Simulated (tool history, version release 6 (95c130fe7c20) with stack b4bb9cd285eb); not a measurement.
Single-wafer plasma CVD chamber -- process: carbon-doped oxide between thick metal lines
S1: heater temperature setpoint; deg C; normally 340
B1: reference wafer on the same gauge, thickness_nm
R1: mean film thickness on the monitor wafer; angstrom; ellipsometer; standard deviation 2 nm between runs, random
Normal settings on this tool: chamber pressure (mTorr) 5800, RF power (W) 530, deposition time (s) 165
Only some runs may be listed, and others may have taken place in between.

Run 1, hour 0.0: usual settings; B1 1031.227. Result: R1 8954.24 angstrom.
Run 2, hour 35.6: usual settings; B1 1031.073. Result: R1 8931.73 angstrom.
Run 3, hour 69.3: usual settings; B1 1031.578. Result: R1 8977.44 angstrom.
Run 4, hour 88.5: usual settings; B1 1031.462. Result: R1 8960.76 angstrom.
Run 5, hour 120.6: usual settings; B1 1031.546. Result: R1 8952.74 angstrom.
Run 6, hour 140.1: usual settings; B1 1032.381. Result: R1 8966.83 angstrom.
Run 7, hour 174.3: usual settings; B1 1030.133. Result: R1 8931.59 angstrom.
Run 8, hour 195.2: usual settings but chamber pressure (mTorr) 4680; B1 1030.379. Result: R1 8552.86 angstrom.
Run 9, hour 211.1: usual settings but RF power (W) 605; B1 1031.457. Result: R1 9893.69 angstrom.
Run 10, hour 242.6: usual settings but S1 331 deg C, chamber pressure (mTorr) 6550, RF power (W) 435, deposition time (s) 174; B1 1030.896. Result: R1 8382.92 angstrom.
Run 11, hour 267.6: usual settings but S1 326 deg C, deposition time (s) 151; B1 1031.003. Result: R1 8522.36 angstrom.
Run 12, hour 289.0: usual settings but chamber pressure (mTorr) 4880, RF power (W) 460, deposition time (s) 195; B1 1030.319. Result: R1 9115.25 angstrom.
Run 13, hour 302.3: usual settings but chamber pressure (mTorr) 6150, RF power (W) 480; B1 1030.763. Result: R1 8353.78 angstrom.
Run 14, hour 337.4: usual settings but chamber pressure (mTorr) 6960, RF power (W) 475; B1 1030.907. Result: R1 8430.84 angstrom.
Run 15, hour 355.7: usual settings but deposition time (s) 143; B1 1031.496. Result: R1 7785.97 angstrom.
Run 16, hour 371.4: usual settings but chamber pressure (mTorr) 5350; B1 1029.795. Result: R1 8805.13 angstrom.
Run 17, hour 384.5: usual settings but S1 352 deg C, chamber pressure (mTorr) 4620, RF power (W) 575, deposition time (s) 183; B1 1031.669. Result: R1 9630.37 angstrom.
Run 18, hour 404.5: usual settings; B1 1030.507. Result: R1 8958.33 angstrom.
Run 19, hour 430.8: usual settings but chamber pressure (mTorr) 4400, RF power (W) 440, deposition time (s) 142; B1 1031.619. Result: R1 6205.64 angstrom.
Run 20, hour 446.8: usual settings; B1 1030.896. Result: R1 8983.20 angstrom.
Run 21, hour 473.9: usual settings but RF power (W) 430; B1 1031.016. Result: R1 7558.79 angstrom.
Run 22, hour 573.4: usual settings but S1 336 deg C, chamber pressure (mTorr) 4670, RF power (W) 575; B1 1031.326. Result: R1 9105.03 angstrom.
Run 23, hour 601.5: usual settings; B1 1031.227. Result: R1 8940.08 angstrom.
Run 24, hour 632.4: usual settings but RF power (W) 430; B1 1031.436. Result: R1 7527.39 angstrom.
Run 25, hour 660.2: usual settings but chamber pressure (mTorr) 5430, RF power (W) 580, deposition time (s) 192; B1 1031.380. Result: R1 10950.26 angstrom.
Run 26, hour 691.0: usual settings but deposition time (s) 135; B1 1030.357. Result: R1 7322.53 angstrom.
Run 27, hour 779.5: usual settings; B1 1030.495. Result: R1 8930.63 angstrom.

Not shown here: 6 entries made in the log between runs. Locate each between two listed runs and compare the hidden state at the listed run before it with the hidden state at the listed run after it:
Runs 7 to 8: gauge calibrated (hour 179.3)
  no difference in the tool's unlogged condition between these two runs
Runs 15 to 16: thermocouple changed; heater temperature recalibrated (hour 364.6)
  no difference in the tool's unlogged condition between these two runs
Runs 20 to 21: RF generator calibrated (hour 464.4)
  no difference in the tool's unlogged condition between these two runs
Runs 21 to 22: capacitance manometer re-zeroed and calibrated (hour 490.5); showerhead replaced (hour 532.0)
  no difference in the tool's unlogged condition between these two runs
Runs 26 to 27: gauge calibrated (hour 767.2)
  no difference in the tool's unlogged condition between these two runs
